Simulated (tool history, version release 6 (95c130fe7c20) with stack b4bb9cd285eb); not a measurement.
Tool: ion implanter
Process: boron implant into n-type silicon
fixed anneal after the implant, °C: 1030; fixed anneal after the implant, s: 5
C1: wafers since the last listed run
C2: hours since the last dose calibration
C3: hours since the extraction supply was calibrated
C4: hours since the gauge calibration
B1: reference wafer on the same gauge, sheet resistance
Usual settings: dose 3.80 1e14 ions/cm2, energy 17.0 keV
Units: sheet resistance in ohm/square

Run 1, hour 0.0: usual settings; C1 0; C2 1360.1; C3 6377.0; C4 218.1; B1 290.12. Result: sheet resistance 269.10 ohm/square.
Run 2, hour 40.8: usual settings but dose 3.16 1e14 ions/cm2; C1 935; C2 1400.9; C3 6417.8; C4 258.9; B1 290.08. Result: sheet resistance 313.58 ohm/square.
Run 3, hour 68.8: usual settings but dose 3.44 1e14 ions/cm2; C1 642; C2 1428.9; C3 6445.8; C4 286.9; B1 289.99. Result: sheet resistance 292.68 ohm/square.
Run 4, hour 100.9: usual settings but dose 3.44 1e14 ions/cm2; C1 736; C2 1461.0; C3 6477.9; C4 319.0; B1 289.96. Result: sheet resistance 291.66 ohm/square.
Run 5, hour 155.2: usual settings but dose 3.44 1e14 ions/cm2; C1 1245; C2 1515.3; C3 6532.2; C4 373.3; B1 289.87. Result: sheet resistance 292.40 ohm/square.
At hour 194.1: Faraday cup replaced and dose calibrated.
At hour 213.2: gauge calibrated.
Run 6, hour 219.4: usual settings but dose 4.17 1e14 ions/cm2, energy 21.0 keV; C1 1288; C2 25.3; C3 6596.4; C4 6.2; B1 290.11. Result: sheet resistance 248.35 ohm/square.
Run 7, hour 250.4: usual settings but dose 4.17 1e14 ions/cm2, energy 21.0 keV; C1 710; C2 56.3; C3 6627.4; C4 37.2; B1 290.12. Result: sheet resistance 248.31 ohm/square.
Run 8, hour 290.1: usual settings but dose 4.17 1e14 ions/cm2, energy 21.0 keV; C1 910; C2 96.0; C3 6667.1; C4 76.9; B1 289.91. Result: sheet resistance 247.31 ohm/square.
Run 9, hour 345.8: usual settings but dose 2.91 1e14 ions/cm2, energy 15.0 keV; C1 1277; C2 151.7; C3 6722.8; C4 132.6; B1 290.00. Result: sheet resistance 342.82 ohm/square.
At hour 375.2: extraction supply calibrated.
Run 10, hour 376.7: usual settings but dose 4.25 1e14 ions/cm2, energy 11.5 keV; C1 525; C2 182.6; C3 1.5; C4 163.5; B1 289.91. Result: sheet resistance 257.73 ohm/square.
Run 11, hour 415.5: usual settings but dose 4.23 1e14 ions/cm2; C1 889; C2 221.4; C3 40.3; C4 202.3; B1 290.00. Result: sheet resistance 249.61 ohm/square.
Run 12, hour 471.1: usual settings but dose 4.31 1e14 ions/cm2, energy 12.5 keV; C1 1275; C2 277.0; C3 95.9; C4 257.9; B1 290.04. Result: sheet resistance 251.92 ohm/square.
Run 13, hour 529.0: usual settings but dose 3.19 1e14 ions/cm2, energy 21.0 keV; C1 1327; C2 334.9; C3 153.8; C4 315.8; B1 289.99. Result: sheet resistance 304.43 ohm/square.
Run 14, hour 592.8: usual settings but energy 22.0 keV; C1 1463; C2 398.7; C3 217.6; C4 379.6; B1 290.08. Result: sheet resistance 263.68 ohm/square.

3 ways to go on from here, each from the tool as it stands after run 14. What would each give?
Run A, hour 593.2: usual settings; C1 9; C2 399.1; C3 218.0; C4 380.0; B1 ?. Result: sheet resistance ?.
Run B, hour 593.2: usual settings but dose 4.41 1e14 ions/cm2, energy 13.5 keV; C1 9; C2 399.1; C3 218.0; C4 380.0; B1 ?. Result: sheet resistance ?.
Run C, hour 593.2: usual settings but dose 2.88 1e14 ions/cm2, energy 13.0 keV; C1 9; C2 399.1; C3 218.0; C4 380.0; B1 ?. Result: sheet resistance ?.

run      B1  sheet resistance
  A  289.93            270.83
  B  289.93            245.31
  C  289.93            349.59
Without the tool's hidden state the same runs would have given:
run  sheet resistance
  A            273.15
  B            247.48
  C            352.67
